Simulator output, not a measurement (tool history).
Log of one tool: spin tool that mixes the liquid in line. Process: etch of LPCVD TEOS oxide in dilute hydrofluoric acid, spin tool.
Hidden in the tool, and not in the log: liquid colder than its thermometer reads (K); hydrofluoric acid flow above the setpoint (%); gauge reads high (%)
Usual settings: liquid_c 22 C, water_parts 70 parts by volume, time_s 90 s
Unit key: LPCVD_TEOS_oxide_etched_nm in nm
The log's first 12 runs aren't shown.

run   hour  liquid_c  water_parts  time_s  wafers since the last listed run  hours since the thermometer was replaced  hours since the hydrofluoric acid flow meter was replaced  hours since the gauge calibration  read-back film thickness of the LPCVD TEOS oxide reference wafer, read on the same gauge (nm)  LPCVD_TEOS_oxide_etched_nm
 13  178.4        22           70      90                               219                                      32.8                                                       37.2                              339.5                                                                                          80.04                       53.57
 14  192.2        22           70      90                               170                                      46.6                                                         51                              353.3                                                                                          79.96                        53.5
 15  207.6        22           70      90                               189                                        62                                                       66.4                              368.7                                                                                          79.99                       53.01
 16  222.3        22           70      90                               181                                      76.7                                                       81.1                              383.4                                                                                          80.02                        53.5
 17  231.8        22           70      90                               117                                      86.2                                                       90.6                              392.9                                                                                          80.02                       52.12
 18  249.5        22           70      90                               218                                     103.9                                                      108.3                              410.6                                                                                          80.02                        52.8
 19  261.7      24.5           55      55                               150                                     116.1                                                      120.5                              422.8                                                                                          80.01                       47.16
 20  270.5        19          100      70                               108                                     124.9                                                      129.3                              431.6                                                                                          80.01                       24.42
     271.9  -- gauge calibrated
 21  283.9        22           70      45                               165                                     138.3                                                      142.7                                 12                                                                                             80                        25.9
 22  301.2        22           70      90                               213                                     155.6                                                        160                               29.3                                                                                          79.96                       53.28
 23  310.7      20.5           95      55                               117                                     165.1                                                      169.5                               38.8                                                                                          79.99                       21.64
 24  326.2      23.5           70      35                               191                                     180.6                                                        185                               54.3                                                                                          80.02                       21.79
 25    340        22           45      90                               170                                     194.4                                                      198.8                               68.1                                                                                          80.02                       83.64
 26  351.1        26           70      65                               136                                     205.5                                                      209.9                               79.2                                                                                          79.99                       44.09
 27  361.7      20.5           70      70                               130                                     216.1                                                      220.5                               89.8                                                                                             80                       38.17
 28  373.7        22           70      90                               147                                     228.1                                                      232.5                              101.8                                                                                          80.02                       52.79
 29  388.8        19           50      90                               186                                     243.2                                                      247.6                              116.9                                                                                          79.97                       65.93
 30  402.4      20.5           90      50                               167                                     256.8                                                      261.2                              130.5                                                                                          79.99                       21.02
 31  438.3        22           70      90                               442                                     292.7                                                      297.1                              166.4                                                                                          80.02                       52.44
 32  454.3        25          100      65                               197                                     308.7                                                      313.1                              182.4                                                                                          79.99                       28.86
 33    462        25           95      35                                94                                     316.4                                                      320.8                              190.1                                                                                          80.02                       16.27

Predict each of these 3 candidate next runs independently; none follows another, all start after run 33:
  A  462.4        27           70      90                                 4                                     316.8                                                      321.2                              190.5                                                                                              ?                           ?
  B  462.4      20.5           70      90                                 4                                     316.8                                                      321.2                              190.5                                                                                              ?                           ?
  C  462.4        22           85      45                                 4                                     316.8                                                      321.2                              190.5                                                                                              ?                           ?

run  read-back film thickness of the LPCVD TEOS oxide reference wafer, read on the same gauge (nm)  LPCVD_TEOS_oxide_etched_nm
  A                                                                                          80.01                       64.41
  B                                                                                          80.01                       49.41
  C                                                                                          80.01                       21.27
Had the tool no hidden state, the same runs would have come out as:
run  LPCVD_TEOS_oxide_etched_nm
  A                       65.91
  B                       50.62
  C                       21.78
